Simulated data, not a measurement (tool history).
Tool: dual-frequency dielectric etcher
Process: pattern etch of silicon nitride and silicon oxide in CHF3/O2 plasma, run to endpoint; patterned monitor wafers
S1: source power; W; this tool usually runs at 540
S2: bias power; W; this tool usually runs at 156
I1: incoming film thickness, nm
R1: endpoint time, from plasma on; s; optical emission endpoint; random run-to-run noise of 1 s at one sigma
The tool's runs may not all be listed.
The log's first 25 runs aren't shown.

run 26 day=49.725 | S1=480 S2=140 | I1=237.9 | R1=192.8
-- day=51.775 wet clean of the chamber
run 27 day=52.071 | S1=540 S2=187 | I1=235.7 | R1=159.2
run 28 day=53.5 | S1=460 S2=174 | I1=239.9 | R1=181.8
run 29 day=55.079 | S1=540 S2=178 | I1=237.3 | R1=165.5
run 30 day=57.229 | S1=440 S2=128 | I1=234.4 | R1=209
-- day=58.125 source power generator calibrated
run 31 day=60.046 | S1=470 S2=156 | I1=239.5 | R1=185.2
run 32 day=62.246 | S1=620 S2=117 | I1=236 | R1=186
-- day=69.2 wet clean of the chamber
run 33 day=71.083 | S1=400 S2=184 | I1=235.6 | R1=185.9
run 34 day=74.008 | S1=540 S2=156 | I1=236 | R1=176.3

Predict each of these 5 candidate next runs independently; none follows another, all start after run 34:
run A day=74.029 | S1=460 S2=156 | I1=238.9 | R1=?
run B day=74.029 | S1=620 S2=120 | I1=238.9 | R1=?
run C day=74.029 | S1=410 S2=123 | I1=238.9 | R1=?
run D day=74.029 | S1=540 S2=190 | I1=238.9 | R1=?
run E day=74.029 | S1=440 S2=190 | I1=238.9 | R1=?

run=A R1=188.2
run=B R1=187.6
run=C R1=225
run=D R1=158.9
run=E R1=174.3
With the hidden condition removed and each run's random variation left untouched, the same runs would have given:
run=A R1=189.1
run=B R1=188.4
run=C R1=226
run=D R1=159.6
run=E R1=175
